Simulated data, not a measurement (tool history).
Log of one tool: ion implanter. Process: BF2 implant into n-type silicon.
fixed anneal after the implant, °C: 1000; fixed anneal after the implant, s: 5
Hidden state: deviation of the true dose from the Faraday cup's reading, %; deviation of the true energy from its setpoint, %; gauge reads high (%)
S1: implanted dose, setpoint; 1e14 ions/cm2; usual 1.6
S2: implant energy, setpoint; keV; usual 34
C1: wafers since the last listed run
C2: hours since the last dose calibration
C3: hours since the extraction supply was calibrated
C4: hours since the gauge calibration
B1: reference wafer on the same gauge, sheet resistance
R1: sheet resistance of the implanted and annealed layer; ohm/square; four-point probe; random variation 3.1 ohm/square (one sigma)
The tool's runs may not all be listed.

run   hour    S1    S2    C1      C2      C3     C4      B1      R1
  1      0  1.85    41     0   962.6    3956  346.2  783.28  589.15
  2   14.7  1.85    41   408   977.3  3970.7  360.9  784.46  585.81
  3   41.7  1.85    41   749  1004.3  3997.7  387.9  783.99  593.87
  4     62   1.6    34   563  1024.6    4018  408.2  783.53  671.64
  5   86.5  1.35    34   680  1049.1  4042.5  432.7  783.88  758.83
  6  145.1  1.26  30.5  1626  1107.7  4101.1  491.3  783.25   815.9
  7  176.2   1.6  38.5   863  1138.8  4132.2  522.4  784.61  655.18
     180.6  -- gauge calibrated
     184.5  -- Faraday cup replaced and dose calibrated
  8  203.1   1.6  38.5   524    18.6  4159.1   22.5  784.35  664.14
  9  225.8   1.6    34   630    41.3  4181.8   45.2  784.67  671.62
 10  261.6  1.87    34   993    77.1  4217.6     81  783.21  595.16
 11  287.7   1.6    34   724   103.2  4243.7  107.1  784.36  671.75
 12  340.7   1.8  37.5  1471   156.2  4296.7  160.1   783.9  602.73
 13    375  1.89    34   952   190.5    4331  194.4  784.35  589.63
 14  389.8  1.17    29   410   205.3  4345.8  209.2  782.93  878.63
     401.3  -- extraction supply calibrated
 15  411.5  1.44  45.5   380     227    10.2  230.9  784.58  702.16
 16  446.5   1.6    34   971     262    45.2  265.9  784.23  675.38
 17    467  1.85    30   569   282.5    65.7  286.4  783.76  605.28
 18  484.8   1.6  42.5   494   300.3    83.5  304.2  783.06  652.72
 19  512.8   1.6    34   777   328.3   111.5  332.2  783.56     669

Forecast each of these 3 alternatives for the next run:
  A  513.2   1.6    27  11  328.7  111.9  332.6   ?   ?
  B  513.2  1.15    44  11  328.7  111.9  332.6   ?   ?
  C  513.2  1.14  26.5  11  328.7  111.9  332.6   ?   ?

run      B1      R1
  A  784.07   686.4
  B  784.07  826.41
  C  784.07   910.3
Without the tool's hidden state the same runs would have given:
run      R1
  A   686.4
  B  826.41
  C   910.3
